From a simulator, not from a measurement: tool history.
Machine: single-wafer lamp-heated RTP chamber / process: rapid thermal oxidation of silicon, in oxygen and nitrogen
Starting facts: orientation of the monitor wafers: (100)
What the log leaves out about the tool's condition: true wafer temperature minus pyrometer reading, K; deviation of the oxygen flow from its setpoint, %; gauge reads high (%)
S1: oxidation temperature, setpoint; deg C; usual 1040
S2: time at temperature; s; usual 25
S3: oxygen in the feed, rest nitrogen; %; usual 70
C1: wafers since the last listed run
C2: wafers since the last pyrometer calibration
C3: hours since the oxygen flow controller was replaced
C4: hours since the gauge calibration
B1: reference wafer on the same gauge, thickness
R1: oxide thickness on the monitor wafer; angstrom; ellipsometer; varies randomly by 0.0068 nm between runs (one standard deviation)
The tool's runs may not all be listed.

| run | day | S1 | S2 | S3 | C1 | C2 | C3 | C4 | B1 | R1 |
|---|---|---|---|---|---|---|---|---|---|---|
| 1 | 0.000 | 1040 | 25 | 70 | 0 | 678 | 3012.2 | 520.4 | 5.091 | 45.51 |
| 2 | 2.883 | 1055 | 25 | 70 | 623 | 1301 | 3081.4 | 589.6 | 5.089 | 50.70 |
|  | 3.688 | pyrometer window cleaned and pyrometer calibrated |
| 3 | 3.912 | 1055 | 25 | 70 | 150 | 48 | 3106.1 | 614.3 | 5.091 | 50.10 |
| 4 | 6.908 | 1040 | 25 | 70 | 647 | 695 | 3178.0 | 686.2 | 5.091 | 45.64 |
| 5 | 8.246 | 1040 | 25 | 70 | 289 | 984 | 3210.1 | 718.3 | 5.088 | 45.80 |
|  | 9.975 | gauge calibrated |
| 6 | 9.992 | 1040 | 25 | 70 | 377 | 1361 | 3252.0 | 0.4 | 5.091 | 45.98 |
| 7 | 11.846 | 1040 | 25 | 70 | 400 | 1762 | 3296.5 | 44.9 | 5.089 | 46.02 |
|  | 12.325 | pyrometer window cleaned and pyrometer calibrated |
|  | 12.521 | oxygen flow controller replaced |
| 8 | 14.617 | 1040 | 25 | 70 | 484 | 452 | 50.3 | 111.4 | 5.091 | 45.54 |
| 9 | 17.367 | 1040 | 25 | 70 | 594 | 1046 | 116.3 | 177.4 | 5.090 | 45.73 |
| 10 | 18.575 | 1040 | 25 | 70 | 261 | 1307 | 145.3 | 206.4 | 5.089 | 45.85 |
|  | 19.729 | pyrometer window cleaned and pyrometer calibrated |
| 11 | 20.571 | 1031 | 34 | 85 | 359 | 181 | 193.2 | 254.3 | 5.092 | 51.77 |
| 12 | 22.104 | 1040 | 25 | 70 | 331 | 512 | 230.0 | 291.1 | 5.093 | 45.42 |
| 13 | 25.042 | 1058 | 30 | 70 | 634 | 1147 | 300.5 | 361.6 | 5.092 | 55.63 |
|  | 27.750 | pyrometer window cleaned and pyrometer calibrated |
| 14 | 27.846 | 1059 | 14 | 80 | 533 | 21 | 367.8 | 428.9 | 5.092 | 42.65 |
| 15 | 30.204 | 1048 | 25 | 90 | 509 | 530 | 424.4 | 485.5 | 5.088 | 52.35 |
| 16 | 33.088 | 1052 | 25 | 56 | 623 | 1153 | 493.6 | 554.7 | 5.088 | 45.99 |

Each row is a separate what-if for the run after 16, all from the same tool condition, not one after another. Results?
| A | 33.104 | 1040 | 25 | 81 | 3 | 1157 | 494.0 | 555.1 | ? | ? |
| B | 33.104 | 1040 | 25 | 93 | 3 | 1157 | 494.0 | 555.1 | ? | ? |
| C | 33.104 | 1040 | 29 | 83 | 3 | 1157 | 494.0 | 555.1 | ? | ? |
| D | 33.104 | 1063 | 22 | 81 | 3 | 1157 | 494.0 | 555.1 | ? | ? |

| run | B1 | R1 |
|---|---|---|
| A | 5.090 | 48.14 |
| B | 5.090 | 50.49 |
| C | 5.090 | 51.65 |
| D | 5.090 | 53.26 |
Without the tool's hidden state the same runs would have given:
| run | R1 |
|---|---|
| A | 47.57 |
| B | 49.89 |
| C | 51.03 |
| D | 52.64 |
